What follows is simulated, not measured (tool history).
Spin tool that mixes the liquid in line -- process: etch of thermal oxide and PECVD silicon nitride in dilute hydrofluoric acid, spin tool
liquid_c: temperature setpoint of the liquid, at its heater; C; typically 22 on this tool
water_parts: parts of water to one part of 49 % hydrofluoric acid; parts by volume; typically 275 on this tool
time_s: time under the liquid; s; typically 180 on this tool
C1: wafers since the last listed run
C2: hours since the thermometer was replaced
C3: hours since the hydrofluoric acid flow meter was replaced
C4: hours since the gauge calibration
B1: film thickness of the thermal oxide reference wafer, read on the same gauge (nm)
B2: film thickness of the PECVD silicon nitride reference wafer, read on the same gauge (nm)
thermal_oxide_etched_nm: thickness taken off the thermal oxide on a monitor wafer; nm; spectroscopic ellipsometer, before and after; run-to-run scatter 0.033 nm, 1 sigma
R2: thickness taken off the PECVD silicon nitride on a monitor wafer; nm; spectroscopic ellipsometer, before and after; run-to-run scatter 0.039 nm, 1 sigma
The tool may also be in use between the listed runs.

Run 1, day 0: usual settings; C1 0; C2 693.4; C3 240.7; C4 1299.7; B1 50.021; B2 120.02. Result: thermal_oxide_etched_nm 2.405 nm, R2 1.057 nm.
Run 2, day 1.804: usual settings; C1 186; C2 736.7; C3 284; C4 1343; B1 50.013; B2 120. Result: thermal_oxide_etched_nm 2.464 nm, R2 1.092 nm.
Run 3, day 4.388: usual settings; C1 267; C2 798.7; C3 346; C4 1405; B1 49.991; B2 120.003. Result: thermal_oxide_etched_nm 2.404 nm, R2 1.008 nm.
Run 4, day 5.496: usual settings; C1 114; C2 825.3; C3 372.6; C4 1431.6; B1 49.96; B2 119.999. Result: thermal_oxide_etched_nm 2.453 nm, R2 1.105 nm.
Run 5, day 7.8: usual settings; C1 238; C2 880.6; C3 427.9; C4 1486.9; B1 49.963; B2 120.012. Result: thermal_oxide_etched_nm 2.386 nm, R2 1.03 nm.
Run 6, day 9.054: usual settings; C1 129; C2 910.7; C3 458; C4 1517; B1 49.992; B2 120.003. Result: thermal_oxide_etched_nm 2.369 nm, R2 1.096 nm.
At day 15.571: gauge calibrated.
Run 7, day 16.946: usual settings but liquid_c 20.5 C, time_s 240 s; C1 816; C2 1100.1; C3 647.4; C4 33; B1 50.002; B2 120.008. Result: thermal_oxide_etched_nm 2.924 nm, R2 1.216 nm.
Run 8, day 19.212: usual settings but liquid_c 20.5 C, time_s 240 s; C1 234; C2 1154.5; C3 701.8; C4 87.4; B1 50.053; B2 120.001. Result: thermal_oxide_etched_nm 3.013 nm, R2 1.296 nm.
Run 9, day 21.983: usual settings but water_parts 315 parts by volume; C1 286; C2 1221; C3 768.3; C4 153.9; B1 49.99; B2 119.987. Result: thermal_oxide_etched_nm 2.017 nm, R2 0.887 nm.
Run 10, day 24.696: usual settings but water_parts 315 parts by volume; C1 280; C2 1286.1; C3 833.4; C4 219; B1 50.019; B2 120.005. Result: thermal_oxide_etched_nm 1.997 nm, R2 0.89 nm.
At day 25.004: thermometer replaced.
Run 11, day 26.983: usual settings but liquid_c 17.5 C; C1 232; C2 47.5; C3 888.3; C4 273.9; B1 49.976; B2 120. Result: thermal_oxide_etched_nm 2.151 nm, R2 0.884 nm.
Run 12, day 28.988: usual settings but water_parts 190 parts by volume, time_s 95 s; C1 207; C2 95.6; C3 936.4; C4 322; B1 49.979; B2 119.998. Result: thermal_oxide_etched_nm 2.07 nm, R2 0.866 nm.
Run 13, day 31.883: usual settings; C1 299; C2 165.1; C3 1005.9; C4 391.5; B1 49.975; B2 119.991. Result: thermal_oxide_etched_nm 2.443 nm, R2 1.125 nm.
Run 14, day 34.692: usual settings; C1 290; C2 232.5; C3 1073.3; C4 458.9; B1 50.015; B2 119.99. Result: thermal_oxide_etched_nm 2.502 nm, R2 1.14 nm.
At day 36.712: hydrofluoric acid flow meter replaced.
Run 15, day 36.896: usual settings but liquid_c 17.5 C, water_parts 225 parts by volume, time_s 115 s; C1 223; C2 285.4; C3 4.4; C4 511.8; B1 50.048; B2 119.993. Result: thermal_oxide_etched_nm 1.756 nm, R2 0.631 nm.
Run 16, day 38.742: usual settings but liquid_c 19.5 C, water_parts 160 parts by volume; C1 190; C2 329.7; C3 48.7; C4 556.1; B1 50.026; B2 119.997. Result: thermal_oxide_etched_nm 4.419 nm, R2 1.503 nm.
Run 17, day 40.35: usual settings but liquid_c 25 C, water_parts 160 parts by volume, time_s 270 s; C1 166; C2 368.3; C3 87.3; C4 594.7; B1 49.998; B2 119.987. Result: thermal_oxide_etched_nm 7.846 nm, R2 3.623 nm.
Run 18, day 42.754: usual settings but liquid_c 20.5 C, time_s 240 s; C1 248; C2 426; C3 145; C4 652.4; B1 49.999; B2 119.993. Result: thermal_oxide_etched_nm 3.136 nm, R2 1.304 nm.
Run 19, day 45.292: usual settings but liquid_c 19 C, water_parts 310 parts by volume, time_s 235 s; C1 262; C2 486.9; C3 205.9; C4 713.3; B1 49.978; B2 119.992. Result: thermal_oxide_etched_nm 2.564 nm, R2 1.068 nm.
Run 20, day 51.575: usual settings but liquid_c 17 C, time_s 70 s; C1 649; C2 637.7; C3 356.7; C4 864.1; B1 49.974; B2 119.997. Result: thermal_oxide_etched_nm 0.787 nm, R2 0.292 nm.

Consider 4 possible next runs. They are alternatives, not a sequence: every one starts from the tool as it was left by run 20. What does each give?
Run A, day 51.596: usual settings; C1 2; C2 638.2; C3 357.2; C4 864.6; B1 ?; B2 ?. Result: thermal_oxide_etched_nm ?, R2 ?.
Run B, day 51.596: usual settings but liquid_c 18.5 C, water_parts 215 parts by volume, time_s 210 s; C1 2; C2 638.2; C3 357.2; C4 864.6; B1 ?; B2 ?. Result: thermal_oxide_etched_nm ?, R2 ?.
Run C, day 51.596: usual settings but liquid_c 18 C, water_parts 145 parts by volume; C1 2; C2 638.2; C3 357.2; C4 864.6; B1 ?; B2 ?. Result: thermal_oxide_etched_nm ?, R2 ?.
Run D, day 51.596: usual settings but liquid_c 17.5 C, water_parts 230 parts by volume, time_s 225 s; C1 2; C2 638.2; C3 357.2; C4 864.6; B1 ?; B2 ?. Result: thermal_oxide_etched_nm ?, R2 ?.

run      B1       B2  thermal_oxide_etched_nm     R2
  A  50.025  120.007                     2.49  1.114
  B  50.025  120.007                    3.438  1.312
  C  50.025  120.007                    4.574  1.587
  D  50.025  120.007                    3.266  1.232
What these runs would have given with no unlogged condition in the tool:
run  thermal_oxide_etched_nm     R2
  A                    2.585  1.188
  B                     3.58  1.405
  C                    4.771  1.703
  D                    3.401   1.32
